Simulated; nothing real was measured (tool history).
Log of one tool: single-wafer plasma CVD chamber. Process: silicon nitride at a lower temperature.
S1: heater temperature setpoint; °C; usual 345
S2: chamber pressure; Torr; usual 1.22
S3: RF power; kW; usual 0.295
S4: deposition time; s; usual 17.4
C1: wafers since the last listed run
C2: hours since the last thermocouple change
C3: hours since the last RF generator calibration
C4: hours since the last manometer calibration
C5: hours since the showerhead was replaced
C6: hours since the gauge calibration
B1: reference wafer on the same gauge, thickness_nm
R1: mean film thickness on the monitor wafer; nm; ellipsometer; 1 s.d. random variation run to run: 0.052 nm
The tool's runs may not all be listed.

run,hour,S1,S2,S3,S4,C1,C2,C3,C4,C5,C6,B1,R1
1,0.0,345,1.22,0.295,17.4,0,864.3,775.0,1327.3,7368.4,1032.2,17.112,18.881
2,63.9,345,1.22,0.295,17.4,1769,928.2,838.9,1391.2,7432.3,1096.1,17.102,18.888
3,120.7,345,1.22,0.295,17.4,1572,985.0,895.7,1448.0,7489.1,1152.9,17.098,18.873
4,150.6,345,1.22,0.295,17.4,827,1014.9,925.6,1477.9,7519.0,1182.8,17.091,18.762
5,175.7,345,1.22,0.295,17.4,694,1040.0,950.7,1503.0,7544.1,1207.9,17.085,18.863
6,224.3,345,1.22,0.295,17.4,1345,1088.6,999.3,1551.6,7592.7,1256.5,17.056,18.825
7,275.8,345,1.22,0.295,17.4,1425,1140.1,1050.8,1603.1,7644.2,1308.0,17.070,18.822
8,301.1,345,1.22,0.295,17.4,700,1165.4,1076.1,1628.4,7669.5,1333.3,17.078,18.771
# hour 340.4: RF generator calibrated
9,343.7,345,1.22,0.295,17.4,957,1208.0,3.3,1671.0,7712.1,1375.9,17.066,18.749
10,395.6,345,1.22,0.295,17.4,1436,1259.9,55.2,1722.9,7764.0,1427.8,17.054,18.771
11,446.0,345,1.22,0.295,17.4,1395,1310.3,105.6,1773.3,7814.4,1478.2,17.043,18.782
12,512.1,345,1.22,0.295,17.4,1830,1376.4,171.7,1839.4,7880.5,1544.3,17.057,18.801
# hour 536.4: capacitance manometer re-zeroed and calibrated
13,604.1,345,1.22,0.295,17.4,2325,1468.4,263.7,67.7,7972.5,1636.3,17.053,18.714
14,659.2,350,1.22,0.295,14.8,1525,1523.5,318.8,122.8,8027.6,1691.4,17.034,15.956
# hour 720.4: gauge calibrated
15,720.5,345,1.34,0.310,17.4,1697,1584.8,380.1,184.1,8088.9,0.1,17.481,20.540
16,787.7,345,1.22,0.295,17.4,1860,1652.0,447.3,251.3,8156.1,67.3,17.402,19.246
# hour 833.2: thermocouple changed; heater temperature recalibrated
17,852.7,339,1.22,0.295,17.4,1578,19.5,512.3,316.3,8221.1,132.3,17.370,19.144
18,912.4,345,1.43,0.295,15.7,1652,79.2,572.0,376.0,8280.8,192.0,17.331,17.813
# hour 956.2: showerhead replaced
19,965.7,356,1.00,0.295,17.4,1254,132.5,625.3,429.3,9.5,245.3,17.278,18.166
20,991.4,345,1.22,0.295,17.4,711,158.2,651.0,455.0,35.2,271.0,17.274,19.020
21,1127.3,345,1.22,0.295,17.4,3762,294.1,786.9,590.9,171.1,406.9,17.207,18.980
22,1197.3,345,1.42,0.295,14.9,1938,364.1,856.9,660.9,241.1,476.9,17.149,16.706
23,1226.1,345,1.01,0.295,20.4,797,392.9,885.7,689.7,269.9,505.7,17.138,21.212
24,1270.5,345,1.22,0.275,17.4,1229,437.3,930.1,734.1,314.3,550.1,17.137,17.762
25,1335.8,345,0.93,0.295,17.4,1807,502.6,995.4,799.4,379.6,615.4,17.120,17.798
# hour 1406.3: RF generator calibrated
26,1547.8,345,1.22,0.295,17.4,5648,714.6,141.5,1011.4,591.6,827.4,17.048,18.734
27,1608.9,339,1.39,0.345,19.0,1691,775.7,202.6,1072.5,652.7,888.5,17.028,24.202
28,1644.7,345,0.92,0.275,17.4,991,811.5,238.4,1108.3,688.5,924.3,17.027,16.537
29,1703.8,354,1.22,0.295,17.4,1636,870.6,297.5,1167.4,747.6,983.4,16.999,18.627

Consider 3 possible next runs. They are alternatives, not a sequence: every one starts from the tool as it was left by run 29. What does each give?
A,1704.2,345,1.22,0.295,17.4,11,871.0,297.9,1167.8,748.0,983.8,?,?
B,1704.2,359,1.22,0.295,17.4,11,871.0,297.9,1167.8,748.0,983.8,?,?
C,1704.2,345,1.22,0.240,17.4,11,871.0,297.9,1167.8,748.0,983.8,?,?

run,B1,R1
A,17.028,18.698
B,17.028,18.586
C,17.028,15.283
The same runs, with their run-to-run variation unchanged, on a tool lacking any hidden condition would have given:
run,R1
A,19.231
B,19.115
C,15.719

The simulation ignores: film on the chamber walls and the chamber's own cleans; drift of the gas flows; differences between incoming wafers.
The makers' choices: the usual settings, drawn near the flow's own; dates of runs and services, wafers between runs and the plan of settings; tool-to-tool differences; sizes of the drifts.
